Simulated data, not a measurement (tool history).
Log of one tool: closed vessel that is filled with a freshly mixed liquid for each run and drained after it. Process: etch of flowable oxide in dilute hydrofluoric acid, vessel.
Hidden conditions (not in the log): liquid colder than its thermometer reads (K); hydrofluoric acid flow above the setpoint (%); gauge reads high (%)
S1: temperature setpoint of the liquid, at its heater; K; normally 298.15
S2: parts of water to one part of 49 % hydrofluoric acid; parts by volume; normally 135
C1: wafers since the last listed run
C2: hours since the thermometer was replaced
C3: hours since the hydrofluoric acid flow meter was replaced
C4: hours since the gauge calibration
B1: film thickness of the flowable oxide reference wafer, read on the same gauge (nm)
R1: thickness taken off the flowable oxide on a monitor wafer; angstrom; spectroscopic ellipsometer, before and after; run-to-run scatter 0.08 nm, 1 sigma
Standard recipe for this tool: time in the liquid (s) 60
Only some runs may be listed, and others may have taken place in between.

Run 1, hour 0: usual settings; C1 0; C2 354.4; C3 653.6; C4 536.1; B1 90.02. Result: R1 172.5 angstrom.
Run 2, hour 88.8: usual settings; C1 10714; C2 443.2; C3 742.4; C4 624.9; B1 90.04. Result: R1 172.8 angstrom.
Run 3, hour 146.1: usual settings; C1 6913; C2 500.5; C3 799.7; C4 682.2; B1 90.01. Result: R1 172.7 angstrom.
Run 4, hour 238.4: usual settings; C1 11137; C2 592.8; C3 892; C4 774.5; B1 89.98. Result: R1 172.4 angstrom.
Run 5, hour 319.5: usual settings; C1 9785; C2 673.9; C3 973.1; C4 855.6; B1 89.98. Result: R1 173.8 angstrom.
Run 6, hour 360.6: usual settings; C1 4959; C2 715; C3 1014.2; C4 896.7; B1 89.98. Result: R1 174.5 angstrom.
Run 7, hour 443: usual settings; C1 9942; C2 797.4; C3 1096.6; C4 979.1; B1 89.99. Result: R1 174.6 angstrom.
Run 8, hour 545: usual settings but time in the liquid (s) 85; C1 12307; C2 899.4; C3 1198.6; C4 1081.1; B1 90.02. Result: R1 248 angstrom.
Run 9, hour 585.8: usual settings but time in the liquid (s) 85; C1 4923; C2 940.2; C3 1239.4; C4 1121.9; B1 90. Result: R1 248 angstrom.
At hour 628.9: gauge calibrated.
Run 10, hour 638.4: usual settings but time in the liquid (s) 85; C1 6346; C2 992.8; C3 1292; C4 9.5; B1 89.98. Result: R1 249.8 angstrom.
Run 11, hour 687: usual settings but S1 300.15 K; C1 5864; C2 1041.4; C3 1340.6; C4 58.1; B1 90.03. Result: R1 191.1 angstrom.
Run 12, hour 740.1: usual settings but S1 295.15 K, S2 105 parts by volume, time in the liquid (s) 40; C1 6407; C2 1094.5; C3 1393.7; C4 111.2; B1 89.99. Result: R1 137.5 angstrom.
At hour 757.8: hydrofluoric acid flow meter replaced.
Run 13, hour 847.7: usual settings but time in the liquid (s) 85; C1 12862; C2 1202.1; C3 89.9; C4 218.8; B1 89.99. Result: R1 234.7 angstrom.
Run 14, hour 888.6: usual settings; C1 4935; C2 1243; C3 130.8; C4 259.7; B1 89.99. Result: R1 164.9 angstrom.
Run 15, hour 955.6: usual settings but S1 300.65 K, S2 115 parts by volume, time in the liquid (s) 30; C1 8084; C2 1310; C3 197.8; C4 326.7; B1 90. Result: R1 110.8 angstrom.
Run 16, hour 1033.3: usual settings but S1 301.65 K, S2 185 parts by volume, time in the liquid (s) 30; C1 9375; C2 1387.7; C3 275.5; C4 404.4; B1 90. Result: R1 65.8 angstrom.
At hour 1098.5: thermometer replaced.
Run 17, hour 1117.2: usual settings but S2 85 parts by volume, time in the liquid (s) 35; C1 10002; C2 18.7; C3 359.4; C4 488.3; B1 90.01. Result: R1 165.6 angstrom.
Run 18, hour 1175.2: usual settings but S1 293.15 K, S2 175 parts by volume; C1 6998; C2 76.7; C3 417.4; C4 546.3; B1 90.01. Result: R1 102.5 angstrom.
Run 19, hour 1240.7: usual settings but time in the liquid (s) 50; C1 7903; C2 142.2; C3 482.9; C4 611.8; B1 89.99. Result: R1 140.4 angstrom.
Run 20, hour 1306.5: usual settings but S1 300.65 K, S2 100 parts by volume, time in the liquid (s) 50; C1 7939; C2 208; C3 548.7; C4 677.6; B1 89.98. Result: R1 217.9 angstrom.
Run 21, hour 1375.7: usual settings but S1 301.65 K, S2 100 parts by volume, time in the liquid (s) 80; C1 8349; C2 277.2; C3 617.9; C4 746.8; B1 90. Result: R1 363.8 angstrom.

Branching from run 21: 5 alternative next runs. What would each branch give?
Run A, hour 1376.4: usual settings; C1 84; C2 277.9; C3 618.6; C4 747.5; B1 ?. Result: R1 ?.
Run B, hour 1376.4: usual settings but S1 294.15 K, S2 170 parts by volume, time in the liquid (s) 80; C1 84; C2 277.9; C3 618.6; C4 747.5; B1 ?. Result: R1 ?.
Run C, hour 1376.4: usual settings but S2 190 parts by volume, time in the liquid (s) 75; C1 84; C2 277.9; C3 618.6; C4 747.5; B1 ?. Result: R1 ?.
Run D, hour 1376.4: usual settings but S1 302.65 K, S2 155 parts by volume, time in the liquid (s) 85; C1 84; C2 277.9; C3 618.6; C4 747.5; B1 ?. Result: R1 ?.
Run E, hour 1376.4: usual settings but S1 296.65 K, time in the liquid (s) 40; C1 84; C2 277.9; C3 618.6; C4 747.5; B1 ?. Result: R1 ?.

run     B1     R1
  A  90.03  169.7
  B  90.03  148.2
  C  90.03  141.6
  D  90.03  241.6
  E  90.03  106.8
With the hidden condition removed and each run's random variation left untouched, the same runs would have given:
run     R1
  A    165
  B    144
  C  137.5
  D  234.7
  E  103.8

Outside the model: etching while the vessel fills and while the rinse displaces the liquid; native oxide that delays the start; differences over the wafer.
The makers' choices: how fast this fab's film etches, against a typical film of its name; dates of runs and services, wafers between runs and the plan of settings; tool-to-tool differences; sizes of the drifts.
